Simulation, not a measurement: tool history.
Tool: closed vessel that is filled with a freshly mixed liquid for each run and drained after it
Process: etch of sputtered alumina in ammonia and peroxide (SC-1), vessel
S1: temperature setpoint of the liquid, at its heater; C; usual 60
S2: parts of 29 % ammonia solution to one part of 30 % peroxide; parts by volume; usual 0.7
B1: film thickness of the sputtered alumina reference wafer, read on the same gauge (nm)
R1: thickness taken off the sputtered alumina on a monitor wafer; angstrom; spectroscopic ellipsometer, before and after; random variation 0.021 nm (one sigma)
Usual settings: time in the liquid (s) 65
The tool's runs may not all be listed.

Run 1, hour 0: usual settings but S1 63 C, time in the liquid (s) 80; B1 140. Result: R1 76.9 angstrom.
Run 2, hour 83.2: usual settings but S1 63 C, time in the liquid (s) 80; B1 140. Result: R1 76.6 angstrom.
Run 3, hour 161.5: usual settings; B1 140.02. Result: R1 53.8 angstrom.
At hour 167.3: ammonia flow meter replaced.
At hour 253.8: thermometer replaced.
Run 4, hour 340.8: usual settings; B1 139.99. Result: R1 52.5 angstrom.
Run 5, hour 417.7: usual settings; B1 140.02. Result: R1 52 angstrom.
Run 6, hour 462.2: usual settings but S2 0.4 parts by volume; B1 140.02. Result: R1 49.7 angstrom.
Run 7, hour 537.3: usual settings but S1 69 C, S2 0.85 parts by volume; B1 140.01. Result: R1 83.8 angstrom.
At hour 558.7: new drum of ammonia solution connected.
Run 8, hour 610.5: usual settings; B1 139.96. Result: R1 52.8 angstrom.
Run 9, hour 682.6: usual settings; B1 139.99. Result: R1 52.7 angstrom.
Run 10, hour 780.7: usual settings but S1 57 C, S2 0.35 parts by volume, time in the liquid (s) 105; B1 139.95. Result: R1 68.4 angstrom.
Run 11, hour 846.7: usual settings but S1 63 C, time in the liquid (s) 80; B1 140. Result: R1 75.2 angstrom.
At hour 914.3: gauge calibrated.
Run 12, hour 934.7: usual settings but time in the liquid (s) 55; B1 140.03. Result: R1 44.9 angstrom.
Run 13, hour 1029.7: usual settings; B1 140.03. Result: R1 53.2 angstrom.
At hour 1080.6: ammonia flow meter replaced.
Run 14, hour 1101.8: usual settings but S2 0.85 parts by volume, time in the liquid (s) 85; B1 139.97. Result: R1 70.6 angstrom.
Run 15, hour 1153.8: usual settings but S1 55.5 C; B1 140.01. Result: R1 42.1 angstrom.
At hour 1157.7: new drum of ammonia solution connected.
Run 16, hour 1239.1: usual settings but S2 0.5 parts by volume; B1 140.02. Result: R1 51.1 angstrom.
Run 17, hour 1305: usual settings but S2 0.45 parts by volume, time in the liquid (s) 50; B1 140. Result: R1 39.4 angstrom.
Run 18, hour 1365.9: usual settings but S1 56 C, S2 0.8 parts by volume, time in the liquid (s) 35; B1 139.99. Result: R1 23.8 angstrom.
Run 19, hour 1457.7: usual settings but S1 52 C, S2 0.6 parts by volume; B1 140.02. Result: R1 34.5 angstrom.
Run 20, hour 1551.7: usual settings but S1 53.5 C, S2 0.95 parts by volume, time in the liquid (s) 50; B1 140.03. Result: R1 30.3 angstrom.
Run 21, hour 1651.4: usual settings but S1 56 C, S2 0.85 parts by volume, time in the liquid (s) 100; B1 140.01. Result: R1 68.2 angstrom.
Run 22, hour 1713.6: usual settings but S1 66 C, S2 0.55 parts by volume; B1 140.02. Result: R1 71 angstrom.
At hour 1785.2: new drum of ammonia solution connected.
Run 23, hour 1787.9: usual settings but S2 0.55 parts by volume, time in the liquid (s) 80; B1 139.99. Result: R1 64.6 angstrom.
Run 24, hour 1828.8: usual settings but S1 64.5 C, time in the liquid (s) 80; B1 139.99. Result: R1 83.8 angstrom.
At hour 1834.1: ammonia flow meter replaced.
At hour 1843.2: thermometer replaced.
Run 25, hour 1908.2: usual settings; B1 139.99. Result: R1 52.2 angstrom.
Run 26, hour 1952.1: usual settings but S2 0.55 parts by volume; B1 140.02. Result: R1 51.2 angstrom.
Run 27, hour 2027.6: usual settings but S1 52 C, S2 0.6 parts by volume; B1 139.97. Result: R1 33.7 angstrom.

Forecast each of these 5 alternatives for the next run:
Run A, hour 2028.3: usual settings but S2 0.45 parts by volume; B1 ?. Result: R1 ?.
Run B, hour 2028.3: usual settings but S1 53.5 C, time in the liquid (s) 100; B1 ?. Result: R1 ?.
Run C, hour 2028.3: usual settings but S2 1 parts by volume, time in the liquid (s) 95; B1 ?. Result: R1 ?.
Run D, hour 2028.3: usual settings but S1 63.5 C, S2 0.5 parts by volume; B1 ?. Result: R1 ?.
Run E, hour 2028.3: usual settings but S1 57 C, S2 0.8 parts by volume, time in the liquid (s) 95; B1 ?. Result: R1 ?.

run      B1    R1
  A  139.95  50.2
  B  139.95  57.2
  C  139.95  79.1
  D  139.95  60.5
  E  139.95  66.3
Without the tool's hidden state the same runs would have given:
run    R1
  A    50
  B    57
  C  78.8
  D  60.3
  E    66
